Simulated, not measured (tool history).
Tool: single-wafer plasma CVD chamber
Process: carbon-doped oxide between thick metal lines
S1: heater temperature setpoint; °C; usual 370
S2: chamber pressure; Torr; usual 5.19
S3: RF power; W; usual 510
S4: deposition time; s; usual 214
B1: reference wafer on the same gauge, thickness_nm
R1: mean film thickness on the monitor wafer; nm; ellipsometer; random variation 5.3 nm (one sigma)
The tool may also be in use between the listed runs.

run 1 hour=0 | S1=370 S2=5.19 S3=565 S4=214 | B1=993.252 | R1=1014.904
run 2 hour=96.1 | S1=370 S2=5.19 S3=565 S4=214 | B1=993.884 | R1=1008.006
run 3 hour=202.8 | S1=370 S2=5.19 S3=565 S4=214 | B1=990.983 | R1=1006.311
run 4 hour=249.8 | S1=370 S2=5.19 S3=510 S4=214 | B1=991.781 | R1=932.96
run 5 hour=312.3 | S1=370 S2=5.19 S3=450 S4=214 | B1=992.688 | R1=859.082
run 6 hour=508.5 | S1=379 S2=5.19 S3=510 S4=214 | B1=992.837 | R1=931.023
run 7 hour=603.2 | S1=379 S2=5.19 S3=510 S4=214 | B1=992.204 | R1=932.834
run 8 hour=700.4 | S1=379 S2=5.19 S3=510 S4=214 | B1=990.679 | R1=930.342
run 9 hour=758.5 | S1=370 S2=5.19 S3=510 S4=214 | B1=991.822 | R1=944.278
run 10 hour=825.3 | S1=370 S2=5.19 S3=510 S4=214 | B1=991.981 | R1=936.829
run 11 hour=910.7 | S1=360 S2=5.19 S3=510 S4=214 | B1=993.904 | R1=967.735
run 12 hour=957.1 | S1=370 S2=5.83 S3=510 S4=214 | B1=991.588 | R1=956.76
run 13 hour=1058.2 | S1=370 S2=5.19 S3=510 S4=214 | B1=989.739 | R1=943.384
run 14 hour=1133.1 | S1=370 S2=5.19 S3=510 S4=214 | B1=991.991 | R1=939.097
run 15 hour=1240.1 | S1=370 S2=4.15 S3=470 S4=176 | B1=991.858 | R1=696.805
run 16 hour=1460.9 | S1=370 S2=5.19 S3=510 S4=214 | B1=992.166 | R1=932.582
run 17 hour=1510.3 | S1=370 S2=5.19 S3=510 S4=214 | B1=992.108 | R1=939.463
run 18 hour=1576 | S1=384 S2=5.19 S3=510 S4=214 | B1=992.039 | R1=905.643
run 19 hour=1653.2 | S1=370 S2=5.19 S3=510 S4=214 | B1=992.629 | R1=935.081
run 20 hour=1724.1 | S1=362 S2=5.19 S3=510 S4=214 | B1=991.928 | R1=983.937
run 21 hour=1782.7 | S1=370 S2=5.19 S3=510 S4=214 | B1=991.98 | R1=962.76
run 22 hour=1856.7 | S1=362 S2=4.83 S3=550 S4=246 | B1=991.529 | R1=1191.034
run 23 hour=1960.3 | S1=370 S2=5.19 S3=510 S4=214 | B1=993.586 | R1=950.437
run 24 hour=2016.9 | S1=376 S2=5.19 S3=510 S4=214 | B1=992.333 | R1=937.166
run 25 hour=2085.5 | S1=358 S2=5.19 S3=510 S4=214 | B1=992.859 | R1=971.909
run 26 hour=2178.3 | S1=370 S2=4.37 S3=510 S4=229 | B1=990.771 | R1=993.716
run 27 hour=2215.1 | S1=370 S2=5.19 S3=510 S4=235 | B1=992.216 | R1=1047.113
run 28 hour=2283.2 | S1=380 S2=4.38 S3=460 S4=214 | B1=991.471 | R1=835.791
run 29 hour=2386.2 | S1=370 S2=5.19 S3=510 S4=214 | B1=992.872 | R1=941.297

Not shown: 6 entries that the log had between the listed runs. Between which runs, and how does the tool's hidden state differ before and after?
Between runs 4 and 5: RF generator calibrated (hour 292.8)
  delivered RF power above the setpoint (%): -4.61 -> -0.874
  measured less the result without the state, R1: -36.641 -> -7.19 nm
Between runs 5 and 6: capacitance manometer re-zeroed and calibrated (hour 421.1)
  delivered RF power above the setpoint (%): -0.874 -> -2.15
  measured less the result without the state, R1: -7.19 -> -16.457 nm
Between runs 6 and 7: gauge calibrated (hour 578.6)
  delivered RF power above the setpoint (%): -2.15 -> -2.61
  measured less the result without the state, R1: -16.457 -> -20.219 nm
Between runs 8 and 9: thermocouple changed; heater temperature recalibrated (hour 751.1)
  delivered RF power above the setpoint (%): -3.01 -> -3.22
  measured less the result without the state, R1: -23.382 -> -25.429 nm
Between runs 14 and 15: showerhead replaced (hour 1194.6)
  delivered RF power above the setpoint (%): -4.12 -> -4.28
  measured less the result without the state, R1: -32.761 -> -29.103 nm
Between runs 19 and 20: RF generator calibrated (hour 1701.3)
  delivered RF power above the setpoint (%): -4.67 -> -0.226
  measured less the result without the state, R1: -37.228 -> -1.782 nm
